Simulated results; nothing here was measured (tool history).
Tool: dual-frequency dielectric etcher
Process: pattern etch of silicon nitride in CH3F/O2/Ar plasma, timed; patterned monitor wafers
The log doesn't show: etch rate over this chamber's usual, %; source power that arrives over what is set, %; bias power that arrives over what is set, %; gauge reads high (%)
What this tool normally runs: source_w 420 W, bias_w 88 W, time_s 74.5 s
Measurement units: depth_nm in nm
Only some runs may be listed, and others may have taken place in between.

| run | day | source_w | bias_w | time_s | wafers since the last listed run | hours since the last wet clean | hours since the last source power generator calibration | hours since the last bias power generator calibration | hours since the last upper electrode change | hours since the gauge calibration | read-back reference wafer on the same gauge, depth_nm | depth_nm |
|---|---|---|---|---|---|---|---|---|---|---|---|---|
| 1 | 0.000 | 470 | 88 | 74.5 | 0 | 1.5 | 1656.4 | 2688.0 | 3253.6 | 630.0 | 63.0 | 59.6 |
| 2 | 2.646 | 470 | 88 | 74.5 | 645 | 65.0 | 1719.9 | 2751.5 | 3317.1 | 693.5 | 63.0 | 59.8 |
| 3 | 5.588 | 470 | 88 | 74.5 | 717 | 135.6 | 1790.5 | 2822.1 | 3387.7 | 764.1 | 63.0 | 60.1 |
| 4 | 8.267 | 420 | 88 | 74.5 | 653 | 199.9 | 1854.8 | 2886.4 | 3452.0 | 828.4 | 63.0 | 58.4 |
| 5 | 9.975 | 420 | 105 | 74.5 | 416 | 240.9 | 1895.8 | 2927.4 | 3493.0 | 869.4 | 62.9 | 61.9 |
| 6 | 13.358 | 420 | 105 | 74.5 | 825 | 322.1 | 1977.0 | 3008.6 | 3574.2 | 950.6 | 63.1 | 61.9 |
| 7 | 17.617 | 420 | 105 | 74.5 | 1038 | 424.3 | 2079.2 | 3110.8 | 3676.4 | 1052.8 | 63.1 | 62.0 |
|  | 21.825 | gauge calibrated |
|  | 22.233 | wet clean of the chamber |
| 8 | 22.254 | 420 | 88 | 74.5 | 887 | 0.5 | 2190.5 | 3222.1 | 3787.7 | 10.3 | 63.1 | 61.1 |
| 9 | 24.971 | 420 | 88 | 83.0 | 662 | 65.7 | 2255.7 | 3287.3 | 3852.9 | 75.5 | 63.1 | 68.7 |
| 10 | 28.633 | 420 | 88 | 83.0 | 893 | 153.6 | 2343.6 | 3375.2 | 3940.8 | 163.4 | 63.0 | 68.6 |
|  | 30.079 | upper electrode replaced |
| 11 | 30.208 | 420 | 88 | 83.0 | 140 | 191.4 | 2381.4 | 3413.0 | 3.1 | 201.2 | 63.1 | 68.8 |
|  | 33.475 | wet clean of the chamber, repeated, since the last time left the tool worse |
| 12 | 33.496 | 490 | 94 | 80.5 | 558 | 0.5 | 2460.3 | 3491.9 | 82.0 | 280.1 | 63.0 | 65.9 |
| 13 | 36.417 | 360 | 88 | 83.0 | 712 | 70.6 | 2530.4 | 3562.0 | 152.1 | 350.2 | 63.0 | 61.7 |
|  | 38.871 | bias power generator calibrated |
|  | 39.933 | source power generator calibrated |
| 14 | 40.479 | 420 | 88 | 74.5 | 909 | 168.1 | 13.1 | 38.6 | 249.6 | 447.7 | 63.0 | 57.7 |
| 15 | 43.154 | 420 | 88 | 74.5 | 652 | 232.3 | 77.3 | 102.8 | 313.8 | 511.9 | 62.9 | 58.7 |
| 16 | 45.967 | 420 | 88 | 60.0 | 686 | 299.8 | 144.8 | 170.3 | 381.3 | 579.4 | 63.0 | 46.8 |
| 17 | 49.088 | 360 | 88 | 83.0 | 761 | 374.7 | 219.7 | 245.2 | 456.2 | 654.3 | 63.1 | 62.3 |
| 18 | 52.621 | 500 | 88 | 74.5 | 861 | 459.5 | 304.5 | 330.0 | 541.0 | 739.1 | 63.0 | 62.9 |
|  | 56.733 | wet clean of the chamber |
| 19 | 56.754 | 490 | 88 | 92.5 | 764 | 0.5 | 403.7 | 429.2 | 640.2 | 838.3 | 63.0 | 75.1 |
| 20 | 58.508 | 420 | 88 | 74.5 | 427 | 42.6 | 445.8 | 471.3 | 682.3 | 880.4 | 63.0 | 57.6 |
| 21 | 62.775 | 420 | 76 | 63.0 | 1040 | 145.0 | 548.2 | 573.7 | 784.7 | 982.8 | 62.9 | 47.2 |
| 22 | 64.479 | 420 | 105 | 74.5 | 415 | 185.9 | 589.1 | 614.6 | 825.6 | 1023.7 | 63.0 | 61.1 |
| 23 | 68.867 | 370 | 88 | 74.5 | 1070 | 291.2 | 694.4 | 719.9 | 930.9 | 1129.0 | 63.0 | 56.6 |

Predict each of these 3 candidate next runs independently; none follows another, all start after run 23:
| A | 68.883 | 420 | 88 | 74.5 | 4 | 291.6 | 694.8 | 720.3 | 931.3 | 1129.4 | ? | ? |
| B | 68.883 | 340 | 82 | 59.0 | 4 | 291.6 | 694.8 | 720.3 | 931.3 | 1129.4 | ? | ? |
| C | 68.883 | 380 | 94 | 74.5 | 4 | 291.6 | 694.8 | 720.3 | 931.3 | 1129.4 | ? | ? |

| run | read-back reference wafer on the same gauge, depth_nm | depth_nm |
|---|---|---|
| A | 62.9 | 58.3 |
| B | 62.9 | 42.8 |
| C | 62.9 | 57.8 |
Take away the tool's hidden state, keep each run's random variation, and the runs would have read:
| run | depth_nm |
|---|---|
| A | 57.6 |
| B | 42.2 |
| C | 57.1 |
